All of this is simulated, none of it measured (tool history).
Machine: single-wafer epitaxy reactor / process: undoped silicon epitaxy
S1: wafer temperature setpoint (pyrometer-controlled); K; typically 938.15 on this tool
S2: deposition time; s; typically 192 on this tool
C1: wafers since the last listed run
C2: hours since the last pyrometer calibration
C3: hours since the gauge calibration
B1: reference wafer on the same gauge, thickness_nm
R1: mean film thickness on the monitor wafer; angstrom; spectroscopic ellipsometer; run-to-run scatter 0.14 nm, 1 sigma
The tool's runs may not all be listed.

run 1 hour=0.0 | S1=938.15 S2=192 | C1=0 C2=1071.5 C3=595.8 | B1=40.816 | R1=423.77
-- hour=8.3 pyrometer calibrated
run 2 hour=79.4 | S1=938.15 S2=192 | C1=470 C2=71.1 C3=675.2 | B1=40.710 | R1=426.16
run 3 hour=130.8 | S1=942.15 S2=161 | C1=338 C2=122.5 C3=726.6 | B1=40.717 | R1=385.92
run 4 hour=199.9 | S1=938.15 S2=192 | C1=455 C2=191.6 C3=795.7 | B1=40.684 | R1=422.98
run 5 hour=236.1 | S1=938.15 S2=192 | C1=238 C2=227.8 C3=831.9 | B1=40.692 | R1=424.48
run 6 hour=282.4 | S1=938.15 S2=192 | C1=305 C2=274.1 C3=878.2 | B1=40.657 | R1=420.93
run 7 hour=353.9 | S1=933.15 S2=192 | C1=471 C2=345.6 C3=949.7 | B1=40.642 | R1=379.23
run 8 hour=431.3 | S1=938.15 S2=192 | C1=510 C2=423.0 C3=1027.1 | B1=40.698 | R1=423.23
run 9 hour=472.4 | S1=938.15 S2=192 | C1=270 C2=464.1 C3=1068.2 | B1=40.620 | R1=423.21
run 10 hour=511.5 | S1=938.15 S2=192 | C1=257 C2=503.2 C3=1107.3 | B1=40.586 | R1=423.25
run 11 hour=557.9 | S1=938.15 S2=192 | C1=305 C2=549.6 C3=1153.7 | B1=40.642 | R1=424.65
run 12 hour=622.4 | S1=952.15 S2=177 | C1=425 C2=614.1 C3=1218.2 | B1=40.539 | R1=515.22
run 13 hour=693.0 | S1=925.15 S2=192 | C1=465 C2=684.7 C3=1288.8 | B1=40.559 | R1=322.24
run 14 hour=730.2 | S1=942.15 S2=205 | C1=245 C2=721.9 C3=1326.0 | B1=40.583 | R1=490.85
run 15 hour=800.8 | S1=950.15 S2=170 | C1=465 C2=792.5 C3=1396.6 | B1=40.579 | R1=476.45
run 16 hour=881.2 | S1=938.15 S2=180 | C1=529 C2=872.9 C3=1477.0 | B1=40.536 | R1=397.07
-- hour=926.4 gauge calibrated
run 17 hour=956.1 | S1=938.15 S2=192 | C1=493 C2=947.8 C3=29.7 | B1=41.297 | R1=431.65
-- hour=1037.9 pyrometer calibrated
run 18 hour=1053.6 | S1=943.15 S2=169 | C1=589 C2=15.7 C3=127.2 | B1=41.094 | R1=418.47
run 19 hour=1159.8 | S1=930.15 S2=156 | C1=699 C2=121.9 C3=233.4 | B1=40.976 | R1=292.98
run 20 hour=1202.3 | S1=934.15 S2=174 | C1=280 C2=164.4 C3=275.9 | B1=40.930 | R1=356.07
run 21 hour=1289.3 | S1=938.15 S2=192 | C1=573 C2=251.4 C3=362.9 | B1=40.758 | R1=426.81
run 22 hour=1343.6 | S1=938.15 S2=192 | C1=357 C2=305.7 C3=417.2 | B1=40.748 | R1=421.60
run 23 hour=1380.9 | S1=949.15 S2=220 | C1=245 C2=343.0 C3=454.5 | B1=40.709 | R1=608.54

Selected run-to-run steps in R1, each split into two signed amounts: the part the tool would show with no hidden state at all (from settings, incoming material and random variation), and the remainder, which goes to the hidden state together with any gauge scatter not common to the measured and the hidden-state-free results:
Hidden conditions of the tool in this case: wafer temperature above the value expected at the setpoint (K); gauge reads high (%).
Run 12 -> 13: S1 952.15 -> 925.15, S2 177 -> 192. R1 -192.98 angstrom: hidden state +4.30, all else -197.28.
Run 16 -> 17: S2 180 -> 192, gauge calibrated. R1 +34.58 angstrom: hidden state +7.22, all else +27.36.
Run 22 -> 23: S1 938.15 -> 949.15, S2 192 -> 220. R1 +186.94 angstrom: hidden state -3.97, all else +190.91.
